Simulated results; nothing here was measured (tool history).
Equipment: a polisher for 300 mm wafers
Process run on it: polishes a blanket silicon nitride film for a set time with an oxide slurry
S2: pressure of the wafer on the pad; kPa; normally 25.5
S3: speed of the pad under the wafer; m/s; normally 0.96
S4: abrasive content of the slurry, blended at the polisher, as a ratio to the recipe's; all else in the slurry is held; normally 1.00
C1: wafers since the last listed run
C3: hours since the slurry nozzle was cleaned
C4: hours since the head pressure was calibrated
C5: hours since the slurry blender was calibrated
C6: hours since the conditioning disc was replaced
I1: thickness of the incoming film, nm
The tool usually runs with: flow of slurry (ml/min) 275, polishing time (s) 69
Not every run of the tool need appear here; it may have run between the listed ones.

run 1 hour=0.0 | flow_of_slurry_(ml/min)=275 S2=25.5 S3=0.96 S4=1.00 polishing_time_(s)=69 | C1=0 wafers_polished_on_this_pad=437 C3=746.9 C4=647.2 C5=8.3 C6=49.9 | I1=403.8 | film_removed_(Å)=398
run 2 hour=26.5 | flow_of_slurry_(ml/min)=275 S2=25.5 S3=0.96 S4=1.00 polishing_time_(s)=69 | C1=330 wafers_polished_on_this_pad=767 C3=773.4 C4=673.7 C5=34.8 C6=76.4 | I1=401.0 | film_removed_(Å)=390
run 3 hour=53.5 | flow_of_slurry_(ml/min)=275 S2=25.5 S3=0.96 S4=1.00 polishing_time_(s)=69 | C1=336 wafers_polished_on_this_pad=1103 C3=800.4 C4=700.7 C5=61.8 C6=103.4 | I1=397.4 | film_removed_(Å)=380
-- hour=67.0 worn pad replaced by a new one
run 4 hour=81.5 | flow_of_slurry_(ml/min)=275 S2=20.0 S3=1.22 S4=1.00 polishing_time_(s)=69 | C1=299 wafers_polished_on_this_pad=180 C3=828.4 C4=728.7 C5=89.8 C6=131.4 | I1=394.9 | film_removed_(Å)=424
run 5 hour=111.3 | flow_of_slurry_(ml/min)=275 S2=20.0 S3=1.22 S4=1.00 polishing_time_(s)=69 | C1=371 wafers_polished_on_this_pad=552 C3=858.2 C4=758.5 C5=119.6 C6=161.2 | I1=395.7 | film_removed_(Å)=412
-- hour=115.3 slurry blender recalibrated
run 6 hour=142.9 | flow_of_slurry_(ml/min)=275 S2=20.0 S3=1.22 S4=1.00 polishing_time_(s)=69 | C1=368 wafers_polished_on_this_pad=921 C3=889.8 C4=790.1 C5=27.6 C6=192.8 | I1=401.2 | film_removed_(Å)=406
-- hour=158.6 worn pad replaced by a new one
run 7 hour=177.0 | flow_of_slurry_(ml/min)=275 S2=25.5 S3=0.86 S4=1.00 polishing_time_(s)=69 | C1=375 wafers_polished_on_this_pad=229 C3=923.9 C4=824.2 C5=61.7 C6=226.9 | I1=399.7 | film_removed_(Å)=323
run 8 hour=193.8 | flow_of_slurry_(ml/min)=275 S2=25.5 S3=0.86 S4=1.00 polishing_time_(s)=69 | C1=209 wafers_polished_on_this_pad=438 C3=940.7 C4=841.0 C5=78.5 C6=243.7 | I1=408.0 | film_removed_(Å)=318
-- hour=209.4 slurry nozzle cleaned
run 9 hour=220.9 | flow_of_slurry_(ml/min)=275 S2=25.5 S3=0.96 S4=1.00 polishing_time_(s)=69 | C1=325 wafers_polished_on_this_pad=763 C3=11.5 C4=868.1 C5=105.6 C6=270.8 | I1=403.9 | film_removed_(Å)=346
-- hour=231.6 worn pad replaced by a new one, repeated, since the last time left the tool worse
-- hour=243.8 slurry blender recalibrated
run 10 hour=244.7 | flow_of_slurry_(ml/min)=275 S2=25.5 S3=0.96 S4=1.00 polishing_time_(s)=78 | C1=221 wafers_polished_on_this_pad=138 C3=35.3 C4=891.9 C5=0.9 C6=294.6 | I1=398.6 | film_removed_(Å)=463
run 11 hour=262.4 | flow_of_slurry_(ml/min)=275 S2=25.5 S3=0.96 S4=1.00 polishing_time_(s)=69 | C1=220 wafers_polished_on_this_pad=359 C3=53.0 C4=909.6 C5=18.6 C6=312.3 | I1=398.7 | film_removed_(Å)=393
run 12 hour=280.1 | flow_of_slurry_(ml/min)=275 S2=25.5 S3=0.86 S4=1.00 polishing_time_(s)=69 | C1=220 wafers_polished_on_this_pad=579 C3=70.7 C4=927.3 C5=36.3 C6=330.0 | I1=396.6 | film_removed_(Å)=362
run 13 hour=306.2 | flow_of_slurry_(ml/min)=275 S2=25.5 S3=0.96 S4=1.00 polishing_time_(s)=69 | C1=325 wafers_polished_on_this_pad=905 C3=96.8 C4=953.4 C5=62.4 C6=356.1 | I1=398.1 | film_removed_(Å)=391
run 14 hour=322.7 | flow_of_slurry_(ml/min)=275 S2=25.5 S3=1.26 S4=1.15 polishing_time_(s)=69 | C1=205 wafers_polished_on_this_pad=1110 C3=113.3 C4=969.9 C5=78.9 C6=372.6 | I1=402.7 | film_removed_(Å)=530
-- hour=333.1 worn pad replaced by a new one
-- hour=350.1 head pressure recalibrated
run 15 hour=354.0 | flow_of_slurry_(ml/min)=275 S2=28.3 S3=1.08 S4=0.75 polishing_time_(s)=69 | C1=315 wafers_polished_on_this_pad=235 C3=144.6 C4=3.9 C5=110.2 C6=403.9 | I1=398.6 | film_removed_(Å)=372
-- hour=360.8 slurry blender recalibrated
run 16 hour=387.2 | flow_of_slurry_(ml/min)=275 S2=33.8 S3=0.96 S4=1.00 polishing_time_(s)=69 | C1=388 wafers_polished_on_this_pad=624 C3=177.8 C4=37.1 C5=26.4 C6=437.1 | I1=398.6 | film_removed_(Å)=485
run 17 hour=399.4 | flow_of_slurry_(ml/min)=215 S2=25.5 S3=1.28 S4=1.00 polishing_time_(s)=69 | C1=152 wafers_polished_on_this_pad=776 C3=190.0 C4=49.3 C5=38.6 C6=449.3 | I1=401.8 | film_removed_(Å)=471
-- hour=415.8 conditioning disc replaced and pad reconditioned
run 18 hour=424.7 | flow_of_slurry_(ml/min)=275 S2=25.5 S3=0.96 S4=0.75 polishing_time_(s)=78 | C1=290 wafers_polished_on_this_pad=1066 C3=215.3 C4=74.6 C5=63.9 C6=8.9 | I1=399.3 | film_removed_(Å)=358
run 19 hour=438.8 | flow_of_slurry_(ml/min)=275 S2=25.5 S3=0.82 S4=1.00 polishing_time_(s)=51 | C1=175 wafers_polished_on_this_pad=1242 C3=229.4 C4=88.7 C5=78.0 C6=23.0 | I1=401.0 | film_removed_(Å)=254
-- hour=444.7 worn pad replaced by a new one
-- hour=463.1 slurry blender recalibrated
run 20 hour=472.6 | flow_of_slurry_(ml/min)=275 S2=25.5 S3=0.96 S4=0.85 polishing_time_(s)=79 | C1=346 wafers_polished_on_this_pad=322 C3=263.2 C4=122.5 C5=9.5 C6=56.8 | I1=400.4 | film_removed_(Å)=419
run 21 hour=497.4 | flow_of_slurry_(ml/min)=370 S2=31.0 S3=1.24 S4=1.20 polishing_time_(s)=69 | C1=309 wafers_polished_on_this_pad=631 C3=288.0 C4=147.3 C5=34.3 C6=81.6 | I1=394.3 | film_removed_(Å)=616
run 22 hour=521.0 | flow_of_slurry_(ml/min)=360 S2=25.5 S3=0.96 S4=0.85 polishing_time_(s)=69 | C1=294 wafers_polished_on_this_pad=925 C3=311.6 C4=170.9 C5=57.9 C6=105.2 | I1=392.1 | film_removed_(Å)=359

5 ways to go on from here, each from the tool as it stands after run 22. What would each give?
run A hour=521.4 | flow_of_slurry_(ml/min)=275 S2=25.5 S3=0.96 S4=1.00 polishing_time_(s)=69 | C1=4 wafers_polished_on_this_pad=930 C3=312.0 C4=171.3 C5=58.3 C6=105.6 | I1=398.3 | film_removed_(Å)=?
run B hour=521.4 | flow_of_slurry_(ml/min)=275 S2=29.0 S3=0.96 S4=1.00 polishing_time_(s)=69 | C1=4 wafers_polished_on_this_pad=930 C3=312.0 C4=171.3 C5=58.3 C6=105.6 | I1=398.3 | film_removed_(Å)=?
run C hour=521.4 | flow_of_slurry_(ml/min)=275 S2=17.9 S3=0.96 S4=1.00 polishing_time_(s)=69 | C1=4 wafers_polished_on_this_pad=930 C3=312.0 C4=171.3 C5=58.3 C6=105.6 | I1=398.3 | film_removed_(Å)=?
run D hour=521.4 | flow_of_slurry_(ml/min)=275 S2=25.5 S3=0.78 S4=1.00 polishing_time_(s)=91 | C1=4 wafers_polished_on_this_pad=930 C3=312.0 C4=171.3 C5=58.3 C6=105.6 | I1=398.3 | film_removed_(Å)=?
run E hour=521.4 | flow_of_slurry_(ml/min)=275 S2=20.0 S3=0.96 S4=0.90 polishing_time_(s)=69 | C1=4 wafers_polished_on_this_pad=930 C3=312.0 C4=171.3 C5=58.3 C6=105.6 | I1=398.3 | film_removed_(Å)=?

run=A film_removed_(Å)=390
run=B film_removed_(Å)=423
run=C film_removed_(Å)=318
run=D film_removed_(Å)=436
run=E film_removed_(Å)=316
With the hidden condition removed and each run's random variation left untouched, the same runs would have given:
run=A film_removed_(Å)=415
run=B film_removed_(Å)=450
run=C film_removed_(Å)=338
run=D film_removed_(Å)=464
run=E film_removed_(Å)=336
